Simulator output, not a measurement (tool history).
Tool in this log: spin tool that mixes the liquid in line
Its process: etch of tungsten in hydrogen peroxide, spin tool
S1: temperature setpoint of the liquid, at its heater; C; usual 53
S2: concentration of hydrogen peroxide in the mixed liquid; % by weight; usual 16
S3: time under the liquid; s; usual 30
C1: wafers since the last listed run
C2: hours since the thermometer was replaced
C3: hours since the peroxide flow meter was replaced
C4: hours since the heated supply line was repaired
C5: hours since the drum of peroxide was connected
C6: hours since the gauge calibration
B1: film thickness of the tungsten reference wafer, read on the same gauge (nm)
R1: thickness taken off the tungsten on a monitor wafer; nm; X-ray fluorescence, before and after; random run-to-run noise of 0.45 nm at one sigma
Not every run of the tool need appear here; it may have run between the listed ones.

run    hour    S1    S2  S3    C1      C2      C3      C4     C5      C6      B1      R1
  1       0  56.5  19.5  30     0   895.9     780  3365.8  515.8  1377.3     150   85.93
  2   209.3    53    16  30  3322  1105.2   989.3  3575.1  725.1  1586.6  149.99   63.72
      244.3  -- heated supply line repaired
      253.1  -- new drum of peroxide connected
  3   267.8    53    16  30   896  1163.7  1047.8    23.5   14.7  1645.1  149.98   63.12
  4   322.7  56.5    19  25   871  1218.6  1102.7    78.4   69.6    1700  149.98   70.92
  5   347.3    53  12.5  30   390  1243.2  1127.3     103   94.2  1724.6  150.01   56.22
      382.9  -- thermometer replaced
  6   397.8    59    16  45   785    14.9  1177.8   153.5  144.7  1775.1  150.02  126.55
  7     429    53  13.5  30   495    46.1    1209   184.7  175.9  1806.3  150.03   53.68
      604.8  -- gauge calibrated
  8   620.1  43.5  19.5  50  3033   237.2  1400.1   375.8    367    15.3  149.99   60.79
  9   644.2    43    16  15   382   261.3  1424.2   399.9  391.1    39.4  149.97   15.89
 10   670.7    53    16  30   420   287.8  1450.7   426.4  417.6    65.9  149.99   58.79
 11   703.6    53  14.5  30   522   320.7  1483.6   459.3  450.5    98.8  149.99   56.38
 12   762.2    43    19  40   930   379.3  1542.2   517.9  509.1   157.4     150   46.23
 13   793.1    53    16  30   490   410.2  1573.1   548.8    540   188.3     150   59.63
        795  -- peroxide flow meter replaced
 14   840.9    53    16  30   742     458    45.9   596.6  587.8   236.1     150   62.93
 15   867.7    53    16  30   425   484.8    72.7   623.4  614.6   262.9  150.02   62.84
 16   897.5    53    16  30   473   514.6   102.5   653.2  644.4   292.7  150.03    62.6
 17   953.7  48.5    16  30   892   570.8   158.7   709.4  700.6   348.9  149.99   47.66
 18  1025.5    53    16  20  1139   642.6   230.5   781.2  772.4   420.7  149.99   42.64
 19  1089.1    53    16  40  1009   706.2   294.1   844.8    836   484.3  149.98   83.45
     1144.5  -- new drum of peroxide connected
 20  1146.2    57  14.5  45   890   763.3   351.2   901.9    1.7   541.4  149.99  115.14
 21  1183.4    56  19.5  15   590   800.5   388.4   939.1   38.9   578.6  149.97   41.63
 22  1208.7    44    19  30   401   825.8   413.7   964.4   64.2   603.9     150    39.6
 23  1240.8  58.5    20  35   509   857.9   445.8   996.5   96.3     636     150  112.84
 24  1269.6    53    16  30   457   886.7   474.6  1025.3  125.1   664.8  150.01   62.88
 25  1318.8    53    16  30   780   935.9   523.8  1074.5  174.3     714  149.99   62.88
 26  1352.3    44    16  40   531   969.4   557.3    1108  207.8   747.5  149.99   48.48

Predict each of these 4 candidate next runs independently; none follows another, all start after run 26:
  A  1352.7    53  16  45   6  969.8  557.7  1108.4  208.2  747.9   ?   ?
  B  1352.7    53  16  50   6  969.8  557.7  1108.4  208.2  747.9   ?   ?
  C  1352.7  44.5  12  15   6  969.8  557.7  1108.4  208.2  747.9   ?   ?
  D  1352.7    53  18  30   6  969.8  557.7  1108.4  208.2  747.9   ?   ?

run      B1     R1
  A  149.99  95.58
  B  149.99  106.2
  C  149.99  16.39
  D  149.99  67.59
Take away the tool's hidden state, keep each run's random variation, and the runs would have read:
run      R1
  A   92.48
  B  102.76
  C   15.81
  D    65.4
